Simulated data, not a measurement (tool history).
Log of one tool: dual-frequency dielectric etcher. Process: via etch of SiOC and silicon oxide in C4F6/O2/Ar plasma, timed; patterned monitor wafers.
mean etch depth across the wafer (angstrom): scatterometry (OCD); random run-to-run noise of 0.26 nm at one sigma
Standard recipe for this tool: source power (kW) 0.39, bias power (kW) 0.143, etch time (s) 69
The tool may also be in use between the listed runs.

run     day  source power (kW)  bias power (kW)  etch time (s)  read-back reference wafer on the same gauge, depth_nm  mean etch depth across the wafer (angstrom)
  1       0               0.39            0.143             69                                                   77.2                                          675
  2   0.604               0.39            0.143             69                                                   77.1                                          678
  3   0.958               0.39            0.143             69                                                   77.1                                          677
  4   1.475               0.32            0.143             69                                                   77.3                                          624
  5   1.975               0.32            0.143             69                                                   77.1                                          626
  6   2.254               0.39            0.143             69                                                     77                                          679
  7   2.742               0.39            0.161             69                                                   77.1                                          696
  8    3.05               0.39            0.161             69                                                   77.2                                          694
       3.35  -- bias power generator calibrated
      4.325  -- wet clean of the chamber
      4.483  -- source power generator calibrated
  9   4.504               0.39            0.161             69                                                   77.1                                          675
 10   4.521               0.34            0.109             56                                                   77.1                                          473
      5.704  -- wet clean of the chamber, repeated, since the last time left the tool worse
 11   5.725               0.44            0.169             85                                                   77.1                                          945
 12   5.738               0.47            0.123             69                                                   77.1                                          724
      6.412  -- gauge calibrated
      6.896  -- upper electrode replaced
 13   7.538               0.46            0.127           79.5                                                   77.2                                          834
 14   8.079               0.39            0.111             63                                                   77.1                                          596
 15   8.483               0.39            0.143             69                                                   77.1                                          693
 16   9.092               0.47            0.143           79.5                                                   77.3                                          861
 17   9.612                0.3            0.143             59                                                   77.1                                          535
 18  10.221               0.39            0.143             69                                                   77.1                                          695

State the hidden condition of the tool at each of the runs:
source power that arrives over what is set, %: 0 on each run
bias power that arrives over what is set, %: 0 on each run
gauge reads high (%): 0 on each run
H1: etch rate over this chamber's usual, %
run      H1
  1   -3.35
  2   -3.48
  3   -3.55
  4   -3.66
  5   -3.77
  6   -3.83
  7   -3.93
  8      -4
  9   -6.65
 10   -6.65
 11  -0.111
 12  -0.114
 13  -0.498
 14  -0.613
 15    -0.7
 16  -0.829
 17  -0.941
 18   -1.07
